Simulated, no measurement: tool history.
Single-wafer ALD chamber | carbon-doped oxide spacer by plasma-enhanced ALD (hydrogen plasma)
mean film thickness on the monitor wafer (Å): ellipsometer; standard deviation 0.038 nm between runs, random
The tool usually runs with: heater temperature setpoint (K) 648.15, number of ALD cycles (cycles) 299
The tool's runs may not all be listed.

run	day	heater temperature setpoint (K)	number of ALD cycles (cycles)	wafers since the last listed run	hours since the last thermocouple change	hours since the gauge calibration	read-back reference wafer on the same gauge, thickness_nm	mean film thickness on the monitor wafer (Å)
1	0.000	648.15	299	0	462.9	669.2	13.792	152.17
2	1.525	648.15	265	65	499.5	705.8	13.796	134.93
3	3.833	648.15	299	98	554.9	761.2	13.806	151.89
4	5.600	648.15	281	75	597.3	803.6	13.810	143.13
5	8.358	648.15	299	117	663.5	869.8	13.797	152.09
6	9.475	648.15	299	47	690.3	896.6	13.797	152.72
7	10.838	648.15	299	58	723.0	929.3	13.804	152.20
8	13.179	648.15	299	99	779.2	985.5	13.800	152.16
9	14.796	648.15	299	69	818.0	1024.3	13.802	152.29
10	15.858	648.15	299	45	843.5	1049.8	13.788	152.67
11	18.700	648.15	299	121	911.7	1118.0	13.807	151.94
# day 21.196: gauge calibrated
12	21.350	657.15	299	113	975.3	3.7	13.797	152.35
13	23.442	657.15	299	89	1025.5	53.9	13.798	152.63
14	24.646	648.15	299	51	1054.4	82.8	13.801	151.61
# day 25.538: thermocouple changed; heater temperature recalibrated
15	26.383	656.15	299	59	20.3	124.5	13.806	152.38
16	27.667	656.15	299	54	51.1	155.3	13.797	151.85
17	29.167	652.15	299	64	87.1	191.3	13.790	152.14
18	30.738	648.15	299	67	124.8	229.0	13.809	152.30
19	32.296	648.15	353	66	162.2	266.4	13.799	179.47
20	35.246	659.15	333	125	233.0	337.2	13.794	169.91
21	37.608	648.15	299	100	289.7	393.9	13.803	151.97
22	39.854	648.15	268	95	343.6	447.8	13.799	136.94
23	41.471	662.15	299	69	382.4	486.6	13.805	152.21
24	42.512	648.15	299	44	407.4	511.6	13.791	151.86
25	44.392	648.15	299	80	452.5	556.7	13.802	152.21
26	46.700	648.15	299	98	507.9	612.1	13.802	152.07
27	49.267	654.15	299	109	569.5	673.7	13.795	151.86
28	52.108	659.15	339	121	637.7	741.9	13.804	172.45
29	55.171	648.15	299	130	711.2	815.4	13.801	152.38
30	56.671	648.15	299	64	747.2	851.4	13.794	152.49
31	58.179	639.15	319	64	783.4	887.6	13.813	162.69
32	60.833	660.15	299	113	847.1	951.3	13.798	152.10
33	62.533	648.15	299	72	887.9	992.1	13.791	151.66
# day 63.350: gauge calibrated
34	64.146	660.15	347	68	926.6	19.1	13.807	176.41
35	65.967	655.15	346	77	970.3	62.8	13.794	177.17
# day 68.092: thermocouple changed; heater temperature recalibrated
36	68.717	648.15	299	103	15.0	128.8	13.798	152.27
37	70.008	648.15	255	55	46.0	159.8	13.801	129.18

What the log doesn't show, run by run:
wafer temperature above the value expected at the setpoint (K): 0 on each run
gauge reads high (%): 0 on each run

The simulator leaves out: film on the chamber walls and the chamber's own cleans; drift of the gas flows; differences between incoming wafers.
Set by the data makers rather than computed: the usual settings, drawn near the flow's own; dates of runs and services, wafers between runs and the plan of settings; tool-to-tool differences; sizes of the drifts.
